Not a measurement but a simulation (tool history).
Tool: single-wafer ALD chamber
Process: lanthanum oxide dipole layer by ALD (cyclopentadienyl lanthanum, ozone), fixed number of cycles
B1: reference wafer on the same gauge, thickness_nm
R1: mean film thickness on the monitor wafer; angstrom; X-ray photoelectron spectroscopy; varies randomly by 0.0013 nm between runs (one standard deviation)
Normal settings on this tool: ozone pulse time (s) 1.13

Run 1, day 0.000: usual settings but ozone pulse time (s) 1.34; B1 0.483. Result: R1 5.48 angstrom.
Run 2, day 1.862: usual settings but ozone pulse time (s) 1.34; B1 0.483. Result: R1 5.49 angstrom.
Run 3, day 4.017: usual settings; B1 0.483. Result: R1 5.29 angstrom.
Run 4, day 7.112: usual settings; B1 0.483. Result: R1 5.30 angstrom.
Run 5, day 9.733: usual settings; B1 0.483. Result: R1 5.27 angstrom.
Run 6, day 11.988: usual settings; B1 0.483. Result: R1 5.27 angstrom.
At day 13.808: thermocouple changed; heater temperature recalibrated.
Run 7, day 15.729: usual settings; B1 0.483. Result: R1 5.26 angstrom.
Run 8, day 18.162: usual settings; B1 0.483. Result: R1 5.26 angstrom.
Run 9, day 20.096: usual settings but ozone pulse time (s) 1.22; B1 0.483. Result: R1 5.34 angstrom.
Run 10, day 22.529: usual settings but ozone pulse time (s) 1.22; B1 0.483. Result: R1 5.33 angstrom.
Run 11, day 26.267: usual settings but ozone pulse time (s) 1.22; B1 0.483. Result: R1 5.31 angstrom.
Run 12, day 29.062: usual settings but ozone pulse time (s) 1.48; B1 0.483. Result: R1 5.52 angstrom.
Run 13, day 31.608: usual settings but ozone pulse time (s) 1.48; B1 0.483. Result: R1 5.54 angstrom.
Run 14, day 34.475: usual settings; B1 0.483. Result: R1 5.24 angstrom.
Run 15, day 36.775: usual settings; B1 0.483. Result: R1 5.21 angstrom.
At day 39.046: ozone generator serviced.
Run 16, day 39.858: usual settings but ozone pulse time (s) 1.01; B1 0.483. Result: R1 5.22 angstrom.
Run 17, day 44.608: usual settings; B1 0.483. Result: R1 5.36 angstrom.
At day 46.654: gauge calibrated.
Run 18, day 49.029: usual settings but ozone pulse time (s) 1.50; B1 0.483. Result: R1 5.61 angstrom.
Run 19, day 52.633: usual settings but ozone pulse time (s) 1.58; B1 0.483. Result: R1 5.64 angstrom.
At day 56.717: showerhead replaced.
Run 20, day 56.842: usual settings; B1 0.483. Result: R1 5.30 angstrom.
At day 57.650: thermocouple changed; heater temperature recalibrated.
Run 21, day 60.579: usual settings but ozone pulse time (s) 0.86; B1 0.483. Result: R1 4.97 angstrom.
Run 22, day 64.208: usual settings but ozone pulse time (s) 1.52; B1 0.483. Result: R1 5.61 angstrom.
Run 23, day 67.521: usual settings but ozone pulse time (s) 0.74; B1 0.483. Result: R1 4.76 angstrom.
Run 24, day 69.712: usual settings but ozone pulse time (s) 1.30; B1 0.483. Result: R1 5.44 angstrom.
Run 25, day 73.950: usual settings; B1 0.483. Result: R1 5.29 angstrom.
Run 26, day 78.050: usual settings but ozone pulse time (s) 1.55; B1 0.483. Result: R1 5.59 angstrom.

Each row is a separate what-if for the run after 26, all from the same tool condition, not one after another. Results?
Run A, day 78.067: usual settings but ozone pulse time (s) 1.25; B1 ?. Result: R1 ?.
Run B, day 78.067: usual settings but ozone pulse time (s) 0.70; B1 ?. Result: R1 ?.
Run C, day 78.067: usual settings but ozone pulse time (s) 1.57; B1 ?. Result: R1 ?.
Run D, day 78.067: usual settings but ozone pulse time (s) 0.72; B1 ?. Result: R1 ?.

run     B1    R1
  A  0.483  5.39
  B  0.483  4.64
  C  0.483  5.61
  D  0.483  4.68
Without the tool's unlogged condition, the same runs would have read:
run    R1
  A  5.46
  B  4.75
  C  5.66
  D  4.78
